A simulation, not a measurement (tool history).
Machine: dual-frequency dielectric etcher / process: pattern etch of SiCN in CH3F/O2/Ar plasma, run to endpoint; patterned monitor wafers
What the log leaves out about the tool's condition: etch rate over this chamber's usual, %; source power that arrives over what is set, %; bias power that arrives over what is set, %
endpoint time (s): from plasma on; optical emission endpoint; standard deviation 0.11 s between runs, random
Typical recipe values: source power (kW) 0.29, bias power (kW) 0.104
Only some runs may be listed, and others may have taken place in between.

run     day  source power (kW)  bias power (kW)  wafers since the last listed run  hours since the last wet clean  hours since the last source power generator calibration  hours since the last bias power generator calibration  hours since the last upper electrode change  incoming incoming film thickness, nm  endpoint time (s)
  1       0               0.29            0.104                                 0                           317.4                                                   1541.4                                                 3260.9                                       1849.5                                  9.19               25.4
  2   2.558               0.29            0.104                               729                           378.8                                                   1602.8                                                 3322.3                                       1910.9                                  9.11                 25
      5.129  -- wet clean of the chamber
  3    5.15               0.29            0.104                               453                             0.5                                                     1665                                                 3384.5                                       1973.1                                     9               25.5
  4   6.725               0.29            0.104                               448                            38.3                                                   1702.8                                                 3422.3                                       2010.9                                  9.12               26.1
  5   9.583               0.24            0.104                               814                           106.9                                                   1771.4                                                 3490.9                                       2079.5                                  9.11               27.9
  6  12.096               0.29            0.104                               716                           167.2                                                   1831.7                                                 3551.2                                       2139.8                                  9.07                 26
  7  13.596               0.29            0.104                               427                           203.2                                                   1867.7                                                 3587.2                                       2175.8                                  8.97               25.9
  8  16.167               0.29            0.104                               732                           264.9                                                   1929.4                                                 3648.9                                       2237.5                                  9.08               26.2
  9  18.175               0.29            0.104                               572                           313.1                                                   1977.6                                                 3697.1                                       2285.7                                  9.04               26.2
     20.762  -- wet clean of the chamber, repeated, since the last time left the tool worse
 10  20.783               0.29            0.104                               458                             0.5                                                   2040.2                                                 3759.7                                       2348.3                                   9.1               24.6
 11  21.008               0.29            0.104                                64                             5.9                                                   2045.6                                                 3765.1                                       2353.7                                  9.09               24.7
 12  23.792               0.29            0.104                               793                            72.7                                                   2112.4                                                 3831.9                                       2420.5                                  9.01               24.6
 13  26.121               0.24            0.129                               663                           128.6                                                   2168.3                                                 3887.8                                       2476.4                                  9.11               24.7
 14  27.379               0.23            0.115                               358                           158.8                                                   2198.5                                                   3918                                       2506.6                                  9.08               26.4
 15   28.75               0.32            0.116                               390                           191.7                                                   2231.4                                                 3950.9                                       2539.5                                  9.13               23.1
 16  31.171               0.29            0.094                               689                           249.8                                                   2289.5                                                   4009                                       2597.6                                  9.07               25.8
 17  34.029               0.24            0.124                               814                           318.4                                                   2358.1                                                 4077.6                                       2666.2                                  9.09               25.4
 18  35.346               0.29            0.104                               375                             350                                                   2389.7                                                 4109.2                                       2697.8                                  9.08               25.1
 19  36.812               0.29            0.104                               417                           385.2                                                   2424.9                                                 4144.4                                         2733                                  9.12               25.2
 20  38.029               0.24            0.104                               346                           414.4                                                   2454.1                                                 4173.6                                       2762.2                                   9.1               26.9
     39.892  -- upper electrode replaced
     40.038  -- wet clean of the chamber
     40.508  -- source power generator calibrated
 21  40.604               0.35            0.123                               360                            13.6                                                      2.3                                                 4235.4                                         17.1                                  9.11               21.6
     41.475  -- bias power generator calibrated
 22  44.908               0.29            0.104                              1179                           116.9                                                    105.6                                                   82.4                                        120.4                                  8.98               24.2
 23    46.8               0.32             0.08                               539                           162.3                                                      151                                                  127.8                                        165.8                                  9.11               25.9
 24  48.662               0.29            0.104                               530                             207                                                    195.7                                                  172.5                                        210.5                                   9.1               24.9
 25  50.079               0.34            0.079                               403                             241                                                    229.7                                                  206.5                                        244.5                                  9.19               25.6
 26  51.379               0.32            0.128                               370                           272.2                                                    260.9                                                  237.7                                        275.7                                  9.17               22.5
 27  52.454               0.25            0.114                               306                             298                                                    286.7                                                  263.5                                        301.5                                  9.16               25.8
 28  54.362               0.33            0.087                               543                           343.8                                                    332.5                                                  309.3                                        347.3                                  9.13               25.4
 29  57.092               0.29            0.104                               777                           409.3                                                      398                                                  374.8                                        412.8                                  9.08               25.1
 30  59.133               0.36            0.129                               581                           458.3                                                      447                                                  423.8                                        461.8                                  9.06               21.3
 31  60.671               0.29            0.104                               438                           495.2                                                    483.9                                                  460.7                                        498.7                                  9.13               25.4
 32  62.375               0.29            0.113                               485                           536.1                                                    524.8                                                  501.6                                        539.6                                  9.16               24.9
     63.392  -- wet clean of the chamber
 33  65.229               0.29            0.125                               528                            44.1                                                    593.3                                                  570.1                                        608.1                                  9.11               23.3
 34  67.154               0.22            0.126                               548                            90.3                                                    639.5                                                  616.3                                        654.3                                  9.13               25.9

Hidden state, per run?
source power that arrives over what is set, %: 0 on each run
bias power that arrives over what is set, %: 0 on each run
H1: etch rate over this chamber's usual, %
run      H1
  1   -1.73
  2   -2.05
  3   -4.97
  4   -5.17
  5   -5.52
  6   -5.84
  7   -6.03
  8   -6.35
  9    -6.6
 10  -0.191
 11  -0.219
 12  -0.567
 13  -0.858
 14   -1.02
 15   -1.19
 16   -1.49
 17   -1.85
 18   -2.01
 19    -2.2
 20   -2.35
 21   0.188
 22   -0.35
 23  -0.586
 24  -0.819
 25  -0.996
 26   -1.16
 27   -1.29
 28   -1.53
 29   -1.87
 30   -2.13
 31   -2.32
 32   -2.53
 33  -0.611
 34  -0.852
